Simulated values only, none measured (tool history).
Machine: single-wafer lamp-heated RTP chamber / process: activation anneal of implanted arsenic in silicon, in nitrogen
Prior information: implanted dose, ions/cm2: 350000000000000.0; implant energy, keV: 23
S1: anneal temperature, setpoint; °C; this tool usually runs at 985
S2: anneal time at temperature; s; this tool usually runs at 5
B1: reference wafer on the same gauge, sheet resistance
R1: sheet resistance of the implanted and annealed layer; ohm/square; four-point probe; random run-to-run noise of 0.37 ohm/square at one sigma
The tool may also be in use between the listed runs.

| run | hour | S1 | S2 | B1 | R1 |
|---|---|---|---|---|---|
| 1 | 0 | 985 | 3 | 206.82 | 248.84 |
| 2 | 8.8 | 985 | 3 | 206.71 | 248.72 |
| 3 | 17.3 | 985 | 3 | 206.8 | 249.43 |
| 4 | 31.4 | 985 | 5 | 206.71 | 247.36 |
| 5 | 40.6 | 985 | 5 | 206.57 | 247.03 |
| 6 | 50.4 | 961 | 7 | 206.59 | 246.92 |
| 7 | 58.5 | 985 | 5 | 206.45 | 247.05 |
| 8 | 73 | 985 | 5 | 206.49 | 247.24 |
| 9 | 81.4 | 1007 | 5 | 206.39 | 246.28 |
| 10 | 87.8 | 1007 | 5 | 206.42 | 246.04 |
| 11 | 100.1 | 985 | 7 | 206.37 | 246.23 |
| 12 | 114.5 | 985 | 7 | 206.3 | 246.28 |
| 13 | 121.2 | 985 | 5 | 206.27 | 247.06 |
| 14 | 130.3 | 985 | 5 | 206.1 | 246.77 |
| 15 | 142.8 | 985 | 5 | 206.1 | 247.66 |
| 16 | 153.3 | 985 | 5 | 206.03 | 246.38 |
| 17 | 164.1 | 985 | 5 | 205.87 | 246.28 |
| 18 | 171.2 | 1010 | 5 | 205.91 | 245.16 |
|  | 183.8 | pyrometer window cleaned and pyrometer calibrated |
| 19 | 184.3 | 985 | 5 | 205.88 | 246.27 |
| 20 | 231.9 | 985 | 5 | 205.62 | 246.43 |
| 21 | 239.4 | 1012 | 4 | 205.62 | 245.31 |
|  | 253.3 | reflector plate cleaned |
| 22 | 253.8 | 971 | 6 | 205.53 | 246.43 |
| 23 | 256.4 | 985 | 5 | 205.33 | 246.04 |
|  | 266.1 | gauge calibrated |
| 24 | 271.1 | 998 | 5 | 207.04 | 247.08 |
| 25 | 286.6 | 985 | 5 | 207.14 | 248.26 |
| 26 | 303.1 | 1001 | 3 | 207.05 | 249.23 |
| 27 | 315.9 | 960 | 7 | 207.1 | 247.5 |
| 28 | 329.7 | 958 | 7 | 207.15 | 248.07 |
| 29 | 339.1 | 955 | 3 | 206.98 | 250.15 |
| 30 | 357 | 1011 | 3 | 207.1 | 248.15 |
| 31 | 379 | 967 | 5 | 207.04 | 248.46 |
| 32 | 388.8 | 985 | 5 | 207.12 | 248.45 |
| 33 | 402.1 | 985 | 5 | 206.99 | 248.41 |
| 34 | 413.5 | 962 | 3 | 206.99 | 248.97 |
|  | 426.2 | pyrometer window cleaned and pyrometer calibrated |
| 35 | 426.7 | 1013 | 5 | 206.94 | 245.96 |
| 36 | 432.9 | 995 | 4 | 206.98 | 248.11 |
| 37 | 445 | 1002 | 4 | 206.94 | 247.74 |

How would selected steps in R1 from run to run divide? Give the signed amount a tool lacking its hidden state would still show from settings, what came in and random variation, and the signed amount left for the hidden state, including any gauge scatter that is not in both of the compared results.
Hidden conditions of the tool in this case: true wafer temperature minus pyrometer reading, K; wafer temperature error from the tarnished reflector plate, K; gauge reads high (%).
Run 19 -> 20: nothing adjusted, nothing logged. R1 +0.16 ohm/square: hidden state -0.38, all else +0.54.
Run 21 -> 22: S1 1012 -> 971, S2 4 -> 6, reflector plate cleaned. R1 +1.12 ohm/square: hidden state -0.14, all else +1.26.
Run 23 -> 24: S1 985 -> 998, gauge calibrated. R1 +1.04 ohm/square: hidden state +2.1, all else -1.06.
Run 28 -> 29: S1 958 -> 955, S2 7 -> 3. R1 +2.08 ohm/square: hidden state -0.02, all else +2.1.
Run 34 -> 35: S1 962 -> 1013, S2 3 -> 5, pyrometer window cleaned and pyrometer calibrated. R1 -3.01 ohm/square: hidden state -0.03, all else -2.98.
Run 35 -> 36: S1 1013 -> 995, S2 5 -> 4. R1 +2.15 ohm/square: hidden state -0.02, all else +2.17.
